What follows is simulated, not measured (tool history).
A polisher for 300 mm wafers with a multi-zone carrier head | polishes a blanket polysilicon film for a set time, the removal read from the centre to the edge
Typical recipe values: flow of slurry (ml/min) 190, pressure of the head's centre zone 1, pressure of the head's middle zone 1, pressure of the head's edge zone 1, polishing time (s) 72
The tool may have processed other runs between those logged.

run	hour	flow of slurry (ml/min)	pressure of the head's centre zone	pressure of the head's middle zone	pressure of the head's edge zone	polishing time (s)	wafers since the last listed run	wafers polished on this pad	hours since the slurry nozzle was cleaned	hours since the centre zone pressure was calibrated	hours since the edge zone pressure was calibrated	hours since the carrier head's membrane was replaced	incoming thickness of the incoming film, nm	film removed at the wafer's centre (nm)	film removed at mid-radius (nm)	film removed at the wafer's edge (nm)
1	0	190	1	1	1	72	0	57	48.4	856	547.5	102.4	2361.8	474.2	444.8	450.8
2	52.2	190	1	1	1	72	353	411	100.6	908.2	599.7	154.6	2323.2	475.6	450.9	450
3	92.7	190	1	1	1	72	274	685	141.1	948.7	640.2	195.1	2390.5	462.7	449.5	447.5
4	148.4	190	1	1	1	72	377	1062	196.8	1004.4	695.9	250.8	2326.3	468.6	443	448.2
# hour 168.4: worn pad replaced by a new one
5	198.8	190	1	1	1	72	314	205	247.2	1054.8	746.3	301.2	2372.5	459.3	437.3	449.2
6	263.9	190	1	1	1	72	440	646	312.3	1119.9	811.4	366.3	2377.7	446.9	433.3	450.9
7	329.6	190	1	1	1	72	444	1091	378	1185.6	877.1	432	2312.3	462.2	433.3	444.2
# hour 367.6: worn pad replaced by a new one
8	391.5	190	1	1	1	72	391	161	439.9	1247.5	939	493.9	2340.4	458.9	437.5	446.7
# hour 395.8: slurry nozzle cleaned
9	417	190	1	1	1	72	165	327	21.2	1273	964.5	519.4	2295.9	438.9	420.8	439.4
10	447	190	1	1	1	72	203	530	51.2	1303	994.5	549.4	2318.8	437.2	425.3	430.3
11	492.2	190	1	1	1	72	306	836	96.4	1348.2	1039.7	594.6	2355.3	444.3	417.2	436.8
12	524.2	190	0.94	1	1	59	216	1053	128.4	1380.2	1071.7	626.6	2312	346	339.5	356.2
# hour 564.6: worn pad replaced by a new one
# hour 568: centre zone pressure recalibrated
13	582.8	190	1	0.96	0.95	66	356	109	187	14.8	1130.3	685.2	2387.5	410.5	368.7	382.6
# hour 587.9: slurry nozzle cleaned, repeated, since the last time left the tool worse
14	610.4	245	1	1.09	1	72	180	290	22.5	42.4	1157.9	712.8	2363.1	478.8	490.3	459.5
# hour 644.4: carrier head's membrane replaced by a new one
15	674	190	1.09	1	0.9	83	396	686	86.1	106	1221.5	29.6	2335.5	585	514.6	489.1
16	713	220	1.06	1.07	1.09	72	264	950	125.1	145	1260.5	68.6	2369.5	497	473.5	478.6
# hour 754.5: edge zone pressure recalibrated
17	770.9	190	1	1	1	72	378	1329	183	202.9	16.4	126.5	2337.2	469.2	435	450.5
# hour 780.6: worn pad replaced by a new one
18	825.9	190	1	1	1.03	64	345	306	238	257.9	71.4	181.5	2354.6	427	392.7	399.6
19	887.1	235	1	1	1.09	72	414	720	299.2	319.1	132.6	242.7	2339.6	478.3	441.2	473.2
20	919.8	190	1	1	1	72	221	942	331.9	351.8	165.3	275.4	2368.4	462.6	434.6	450.6
21	974.2	240	1	1	1	72	368	1310	386.3	406.2	219.7	329.8	2359.1	465.4	454.2	454.7
# hour 983: worn pad replaced by a new one
22	1038.9	190	0.97	1.06	1	72	410	378	451	470.9	284.4	394.5	2329.9	442.3	458.8	444.5

Consider 4 possible next runs. They are alternatives, not a sequence: every one starts from the tool as it was left by run 22. What does each give?
A	1039.3	190	1	1.05	1	72	2	381	451.4	471.3	284.8	394.9	2365.3	?	?	?
B	1039.3	190	1.05	1	1.04	82	2	381	451.4	471.3	284.8	394.9	2365.3	?	?	?
C	1039.3	150	1	1	1.06	72	2	381	451.4	471.3	284.8	394.9	2365.3	?	?	?
D	1039.3	155	1	1.06	1.11	72	2	381	451.4	471.3	284.8	394.9	2365.3	?	?	?

run	film removed at the wafer's centre (nm)	film removed at mid-radius (nm)	film removed at the wafer's edge (nm)
A	460.6	454.4	439.7
B	546.7	497.9	510.8
C	446.9	425.9	444.2
D	449	447.5	455.5
Without the tool's unlogged condition, the same runs would have read:
run	film removed at the wafer's centre (nm)	film removed at mid-radius (nm)	film removed at the wafer's edge (nm)
A	473.9	466	447.9
B	562.4	510.6	520.2
C	461.8	438.4	453.5
D	463.6	460.4	464.9
